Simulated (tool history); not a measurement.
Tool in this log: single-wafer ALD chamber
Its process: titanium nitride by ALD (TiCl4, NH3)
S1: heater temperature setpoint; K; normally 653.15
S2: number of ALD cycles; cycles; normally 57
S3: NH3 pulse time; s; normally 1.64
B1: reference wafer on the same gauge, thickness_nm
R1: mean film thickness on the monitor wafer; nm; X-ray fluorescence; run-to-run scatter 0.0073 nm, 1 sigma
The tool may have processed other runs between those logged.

run	hour	S1	S2	S3	B1	R1
1	0	653.15	64	1.29	1.25	1.411
2	99.6	653.15	57	1.64	1.25	1.273
3	195.8	653.15	57	1.64	1.249	1.276
4	239.2	653.15	57	1.64	1.251	1.292
5	325.2	653.15	57	1.64	1.252	1.287
6	422.1	653.15	57	1.64	1.25	1.276
7	505	653.15	57	1.96	1.25	1.303
8	565.6	653.15	57	1.96	1.251	1.282
# hour 583: gauge calibrated
9	617.3	656.15	57	1.64	1.249	1.29
10	724.3	653.15	57	1.64	1.251	1.283
11	824.4	653.15	57	1.64	1.249	1.268
# hour 860.3: showerhead replaced
12	876.4	653.15	52	1.64	1.249	1.177
13	955.6	647.15	57	1.64	1.25	1.283
14	1053.3	647.15	57	1.64	1.25	1.281
15	1111.9	653.15	66	1.16	1.249	1.452
16	1182.4	653.15	49	2.08	1.249	1.111
17	1241.7	660.15	46	1.47	1.249	1.032
18	1509.8	653.15	63	1.64	1.25	1.412
19	1588.1	653.15	64	1.29	1.249	1.427
20	1671.8	653.15	57	1.64	1.249	1.286
# hour 1741.9: thermocouple changed; heater temperature recalibrated
21	1742.4	653.15	57	1.45	1.251	1.267
# hour 1761.4: gauge calibrated
22	1833.8	653.15	57	1.64	1.251	1.281
23	1914.2	653.15	57	1.64	1.251	1.271
24	2001.1	645.15	47	1.64	1.249	1.047
25	2091.9	648.15	57	1.64	1.25	1.275
26	2196.4	647.15	51	1.64	1.251	1.132
27	2297.9	653.15	57	1.64	1.25	1.27
28	2396.1	661.15	57	1.84	1.249	1.286
29	2458.7	653.15	57	1.64	1.249	1.271

What was the tool's hidden state at every run in the log?
wafer temperature above the value expected at the setpoint (K): 0 across all the runs
gauge reads high (%): 0 across all the runs
